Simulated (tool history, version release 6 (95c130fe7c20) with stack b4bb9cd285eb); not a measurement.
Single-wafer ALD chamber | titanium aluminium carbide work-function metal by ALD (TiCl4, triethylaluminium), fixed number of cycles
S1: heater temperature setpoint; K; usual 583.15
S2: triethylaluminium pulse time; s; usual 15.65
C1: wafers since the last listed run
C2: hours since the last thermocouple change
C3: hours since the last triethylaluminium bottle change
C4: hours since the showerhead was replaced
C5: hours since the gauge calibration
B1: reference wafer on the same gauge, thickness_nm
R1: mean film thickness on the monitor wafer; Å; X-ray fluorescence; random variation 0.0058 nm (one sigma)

run     day      S1     S2   C1      C2     C3      C4     C5     B1     R1
  1   0.000  583.15  15.65    0   980.3  711.1  2920.7  288.2  2.080  20.81
  2   0.667  583.15  15.65  151   996.3  727.1  2936.7  304.2  2.079  20.83
  3   2.971  583.15  12.03  524  1051.6  782.4  2992.0  359.5  2.080  20.32
  4   4.279  583.15  12.03  298  1083.0  813.8  3023.4  390.9  2.080  20.18
  5   5.667  594.15  15.65  316  1116.3  847.1  3056.7  424.2  2.080  21.51
  6   6.400  588.15  10.86  167  1133.9  864.7  3074.3  441.8  2.079  20.28
      6.833  -- gauge calibrated
  7   7.279  583.15  15.65  200  1155.0  885.8  3095.4   10.7  2.081  20.73
      7.912  -- triethylaluminium bottle replaced
  8   8.096  583.15  15.65  110  1174.6    4.4  3115.0   30.3  2.080  20.79
      9.121  -- thermocouple changed; heater temperature recalibrated
  9   9.142  583.15  15.65  162     0.5   29.5  3140.1   55.4  2.079  20.70
 10  10.250  583.15  15.65  252    27.1   56.1  3166.7   82.0  2.079  20.74
 11  11.171  583.15  15.65  209    49.2   78.2  3188.8  104.1  2.080  20.70
 12  12.221  570.15  12.09  239    74.4  103.4  3214.0  129.3  2.079  19.31
 13  12.975  583.15  20.96  171    92.5  121.5  3232.1  147.4  2.078  20.80
     13.617  -- showerhead replaced
 14  13.900  592.15  20.73  134   114.7  143.7     6.8  169.6  2.080  21.55
 15  15.092  590.15  11.77  271   143.3  172.3    35.4  198.2  2.079  20.77
 16  15.962  573.15  10.30  198   164.2  193.2    56.3  219.1  2.079  18.88
 17  17.125  572.15  20.80  264   192.1  221.1    84.2  247.0  2.082  20.03
 18  17.858  590.15  10.71  167   209.7  238.7   101.8  264.6  2.081  20.33

5 ways to go on from here, each from the tool as it stands after run 18. What would each give?
  A  17.875  583.15   9.80   3  210.1  239.1  102.2  265.0   ?   ?
  B  17.875  578.15  11.94   3  210.1  239.1  102.2  265.0   ?   ?
  C  17.875  572.15  18.64   3  210.1  239.1  102.2  265.0   ?   ?
  D  17.875  575.15  13.50   3  210.1  239.1  102.2  265.0   ?   ?
  E  17.875  583.15  10.77   3  210.1  239.1  102.2  265.0   ?   ?

run     B1     R1
  A  2.080  19.25
  B  2.080  19.90
  C  2.080  19.97
  D  2.080  19.97
  E  2.080  19.85
Without the tool's hidden state the same runs would have given:
run     R1
  A  19.25
  B  19.90
  C  19.97
  D  19.97
  E  19.85

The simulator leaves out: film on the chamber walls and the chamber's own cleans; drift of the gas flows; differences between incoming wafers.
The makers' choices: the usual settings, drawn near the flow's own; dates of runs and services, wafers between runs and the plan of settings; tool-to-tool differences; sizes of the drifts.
